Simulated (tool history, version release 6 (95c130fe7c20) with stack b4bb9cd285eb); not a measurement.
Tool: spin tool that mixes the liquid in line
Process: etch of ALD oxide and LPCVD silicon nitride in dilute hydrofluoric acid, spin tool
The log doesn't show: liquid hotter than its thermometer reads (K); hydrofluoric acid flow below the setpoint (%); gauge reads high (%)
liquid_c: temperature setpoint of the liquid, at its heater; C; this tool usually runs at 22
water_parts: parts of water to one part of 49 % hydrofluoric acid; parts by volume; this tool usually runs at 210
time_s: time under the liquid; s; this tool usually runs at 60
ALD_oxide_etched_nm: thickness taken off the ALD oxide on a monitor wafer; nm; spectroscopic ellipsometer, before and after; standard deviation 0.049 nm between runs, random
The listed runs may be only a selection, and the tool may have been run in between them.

run    hour  liquid_c  water_parts  time_s  wafers since the last listed run  hours since the thermometer was replaced  hours since the hydrofluoric acid flow meter was replaced  hours since the gauge calibration  read-back film thickness of the ALD oxide reference wafer, read on the same gauge (nm)  ALD_oxide_etched_nm
  1       0        22          210      60                                 0                                     112.4                                                      564.9                             1675.4                                                                                   39.99                  5.5
  2    38.1        22          210      60                               569                                     150.5                                                        603                             1713.5                                                                                   40.02                 5.45
  3    96.4      23.5          210      60                               872                                     208.8                                                      661.3                             1771.8                                                                                   40.02                 5.89
      112.8  -- hydrofluoric acid flow meter replaced
  4   157.5      23.5          210      60                               899                                     269.9                                                       44.7                             1832.9                                                                                   40.03                 5.87
  5   212.2      23.5          210      60                               818                                     324.6                                                       99.4                             1887.6                                                                                   40.02                 5.79
      235.3  -- gauge calibrated
  6   277.6        22          210      60                               978                                       390                                                      164.8                               42.3                                                                                      40                 5.54
  7     320        22          210      60                               634                                     432.4                                                      207.2                               84.7                                                                                   39.98                 5.61
  8   367.1        22          120      30                               704                                     479.5                                                      254.3                              131.8                                                                                   40.03                 5.28
  9   423.3        22          110      60                               840                                     535.7                                                      310.5                                188                                                                                   39.95                11.82
 10   451.7      20.5          210      60                               424                                     564.1                                                      338.9                              216.4                                                                                   39.99                 5.18
 11   477.2        19          210      40                               381                                     589.6                                                      364.4                              241.9                                                                                   40.01                 3.32
 12   508.2      19.5          210      60                               463                                     620.6                                                      395.4                              272.9                                                                                   40.03                 5.04
 13   556.2      18.5          155      80                               718                                     668.6                                                      443.4                              320.9                                                                                   40.01                 9.26
 14   595.3        22          110      25                               584                                     707.7                                                      482.5                                360                                                                                   39.98                 4.92
 15   657.6        22          210      60                               931                                       770                                                      544.8                              422.3                                                                                   40.01                 5.48
 16     689        22          210      60                               469                                     801.4                                                      576.2                              453.7                                                                                   40.04                  5.5
      763.1  -- hydrofluoric acid flow meter replaced
 17   796.2        22          210      60                              1588                                     908.6                                                       33.1                              560.9                                                                                      40                 5.54
 18   840.2        22          210      60                               658                                     952.6                                                       77.1                              604.9                                                                                   39.99                 5.56
 19   887.4        22          310      60                               706                                     999.8                                                      124.3                              652.1                                                                                   40.01                  3.4
 20   918.1        22          210      60                               459                                    1030.5                                                        155                              682.8                                                                                   40.02                 5.58
 21   989.4        22          210      60                              1066                                    1101.8                                                      226.3                              754.1                                                                                   40.01                 5.59
 22  1016.5      20.5          280      30                               405                                    1128.9                                                      253.4                              781.2                                                                                   39.98                 1.83
 23  1068.8        22          210      30                               782                                    1181.2                                                      305.7                              833.5                                                                                   39.99                 2.78
 24    1136        22          210      70                              1005                                    1248.4                                                      372.9                              900.7                                                                                   39.97                 6.41
 25  1189.9        27          260      25                               806                                    1302.3                                                      426.8                              954.6                                                                                   39.99                 2.11
 26  1257.4        22          210      60                              1009                                    1369.8                                                      494.3                             1022.1                                                                                   39.97                 5.48
 27  1304.9        22          210      35                               710                                    1417.3                                                      541.8                             1069.6                                                                                   40.02                 3.21

Alternative continuations, all from the tool just after run 27; predict every row:
  A  1305.3        22          210      25                                 5                                    1417.7                                                      542.2                               1070                                                                                       ?                    ?
  B  1305.3      23.5          315      60                                 5                                    1417.7                                                      542.2                               1070                                                                                       ?                    ?
  C  1305.3        17          260      90                                 5                                    1417.7                                                      542.2                               1070                                                                                       ?                    ?

run  read-back film thickness of the ALD oxide reference wafer, read on the same gauge (nm)  ALD_oxide_etched_nm
  A                                                                                   40.01                  2.3
  B                                                                                   40.01                  3.5
  C                                                                                   40.01                 5.27
The same runs, with their run-to-run variation unchanged, on a tool lacking any hidden condition would have given:
run  ALD_oxide_etched_nm
  A                  2.3
  B                  3.5
  C                 5.27
